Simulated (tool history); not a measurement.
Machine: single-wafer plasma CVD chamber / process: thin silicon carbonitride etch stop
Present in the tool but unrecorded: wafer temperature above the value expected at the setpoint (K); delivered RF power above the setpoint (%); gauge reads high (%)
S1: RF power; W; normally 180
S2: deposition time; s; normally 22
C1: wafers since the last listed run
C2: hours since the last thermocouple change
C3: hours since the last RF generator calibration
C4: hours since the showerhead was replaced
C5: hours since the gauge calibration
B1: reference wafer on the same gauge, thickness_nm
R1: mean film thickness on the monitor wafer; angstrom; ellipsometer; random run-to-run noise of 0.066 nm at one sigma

run,hour,S1,S2,C1,C2,C3,C4,C5,B1,R1
1,0,180,22,0,1198.5,1316,1724.6,793,11.4,139.45
2,51.3,180,22,1241,1249.8,1367.3,1775.9,844.3,11.403,137.45
3,239.4,180,22,4553,1437.9,1555.4,1964,1032.4,11.41,138.22
4,273.2,180,22,818,1471.7,1589.2,1997.8,1066.2,11.438,139.74
5,323.6,180,22,1220,1522.1,1639.6,2048.2,1116.6,11.405,139.7
6,365.3,180,22,1009,1563.8,1681.3,2089.9,1158.3,11.386,138.04
7,404.3,180,18.8,944,1602.8,1720.3,2128.9,1197.3,11.402,118.24
8,465.8,180,22,1488,1664.3,1781.8,2190.4,1258.8,11.392,137.65
9,507.3,180,22,1004,1705.8,1823.3,2231.9,1300.3,11.382,138.02
# hour 518.5: showerhead replaced
# hour 537.2: RF generator calibrated
10,545.3,180,22,532,1743.8,8.1,26.8,1338.3,11.411,138.6
11,608,180,24,1517,1806.5,70.8,89.5,1401,11.396,150.72
12,660.8,180,22,1278,1859.3,123.6,142.3,1453.8,11.411,138.1
# hour 684.9: thermocouple changed; heater temperature recalibrated
13,688.7,180,25.3,481,3.8,151.5,170.2,1481.7,11.403,159.63
# hour 740.5: gauge calibrated
14,747.7,180,22,1428,62.8,210.5,229.2,7.2,11.388,139.26
15,811.1,190,17.8,1534,126.2,273.9,292.6,70.6,11.404,113.69
16,863.3,155,18.5,1263,178.4,326.1,344.8,122.8,11.388,111.69
17,915.7,180,22,1268,230.8,378.5,397.2,175.2,11.412,138.78
18,955.7,145,25,968,270.8,418.5,437.2,215.2,11.385,148.36
19,990.6,180,22,844,305.7,453.4,472.1,250.1,11.378,138.27
20,1052,180,22,1486,367.1,514.8,533.5,311.5,11.362,139.37
21,1076.8,170,22,600,391.9,539.6,558.3,336.3,11.37,136.52
22,1104.4,180,19.5,668,419.5,567.2,585.9,363.9,11.409,122.68
23,1173.6,180,25.2,1675,488.7,636.4,655.1,433.1,11.413,158.83

5 options for the next run, each taken on its own from the tool as it stands now. Forecast them:
A,1174,215,22,9,489.1,636.8,655.5,433.5,?,?
B,1174,180,20.3,9,489.1,636.8,655.5,433.5,?,?
C,1174,160,18.2,9,489.1,636.8,655.5,433.5,?,?
D,1174,180,25.4,9,489.1,636.8,655.5,433.5,?,?
E,1174,180,24.6,9,489.1,636.8,655.5,433.5,?,?

run,B1,R1
A,11.389,147.32
B,11.389,129.16
C,11.389,111.97
D,11.389,161.61
E,11.389,156.52
With no hidden state in the tool, these same runs would have given:
run,R1
A,147.32
B,129.16
C,111.97
D,161.61
E,156.52
